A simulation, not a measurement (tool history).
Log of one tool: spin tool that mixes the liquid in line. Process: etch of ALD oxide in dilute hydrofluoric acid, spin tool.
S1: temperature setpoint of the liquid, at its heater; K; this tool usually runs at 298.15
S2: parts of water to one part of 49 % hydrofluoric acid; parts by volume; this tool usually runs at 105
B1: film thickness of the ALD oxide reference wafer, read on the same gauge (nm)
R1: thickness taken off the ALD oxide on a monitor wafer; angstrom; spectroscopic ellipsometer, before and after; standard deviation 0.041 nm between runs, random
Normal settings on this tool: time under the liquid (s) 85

Run 1, hour 0: usual settings; B1 81.65. Result: R1 108.9 angstrom.
Run 2, hour 29.3: usual settings; B1 81.71. Result: R1 108.1 angstrom.
Run 3, hour 42.1: usual settings; B1 81.76. Result: R1 108.2 angstrom.
Run 4, hour 74.4: usual settings; B1 81.84. Result: R1 108.7 angstrom.
Run 5, hour 92.2: usual settings; B1 81.87. Result: R1 108.2 angstrom.
Run 6, hour 121.6: usual settings; B1 81.93. Result: R1 109.2 angstrom.
Run 7, hour 153.3: usual settings; B1 81.92. Result: R1 109.2 angstrom.
Run 8, hour 189: usual settings; B1 82. Result: R1 108.4 angstrom.
Run 9, hour 208.8: usual settings; B1 82.06. Result: R1 108.7 angstrom.
Run 10, hour 239.6: usual settings; B1 82.02. Result: R1 108.9 angstrom.
Run 11, hour 260.4: usual settings; B1 82.06. Result: R1 108.8 angstrom.
Run 12, hour 282.9: usual settings; B1 82.13. Result: R1 109.1 angstrom.
Run 13, hour 309: usual settings but S1 300.65 K, S2 75 parts by volume, time under the liquid (s) 45; B1 82.11. Result: R1 93 angstrom.
Run 14, hour 340.7: usual settings; B1 82.19. Result: R1 109.1 angstrom.
Run 15, hour 444.2: usual settings but S1 293.15 K, S2 85 parts by volume, time under the liquid (s) 120; B1 80.5. Result: R1 155.6 angstrom.
Run 16, hour 460.4: usual settings but S1 294.65 K, S2 130 parts by volume, time under the liquid (s) 115; B1 80.62. Result: R1 99.6 angstrom.
Run 17, hour 561.4: usual settings but S1 300.65 K, S2 80 parts by volume, time under the liquid (s) 65; B1 81.28. Result: R1 123.2 angstrom.
Run 18, hour 575.1: usual settings but S1 296.65 K, time under the liquid (s) 35; B1 81.34. Result: R1 42.1 angstrom.
Run 19, hour 621.1: usual settings but S2 65 parts by volume; B1 81.51. Result: R1 182.5 angstrom.
Run 20, hour 655.1: usual settings but time under the liquid (s) 40; B1 81.65. Result: R1 51.1 angstrom.
Run 21, hour 683: usual settings; B1 81.74. Result: R1 108.8 angstrom.
Run 22, hour 703.8: usual settings but S2 70 parts by volume, time under the liquid (s) 35; B1 81.79. Result: R1 70 angstrom.
Run 23, hour 721.5: usual settings; B1 81.83. Result: R1 108.4 angstrom.
Run 24, hour 746.7: usual settings but S1 299.65 K, S2 140 parts by volume; B1 81.92. Result: R1 82.9 angstrom.

Between the runs listed above, the log contained 3 entries, not reproduced here. Where in the sequence does each belong, and how does what the log doesn't record of the tool's condition differ from the listed run before to the listed run after?
Logged between run 14 and run 15: gauge calibrated (hour 383)
  gauge reads high (%): 2.7 -> 0.639
  measured result minus the result with no hidden state, R1: +2.9 -> +1 angstrom
Logged between run 18 and run 19: thermometer replaced (hour 579.2); hydrofluoric acid flow meter replaced (hour 579.2)
  gauge reads high (%): 1.64 -> 1.89
  measured result minus the result with no hidden state, R1: +0.7 -> +3.4 angstrom
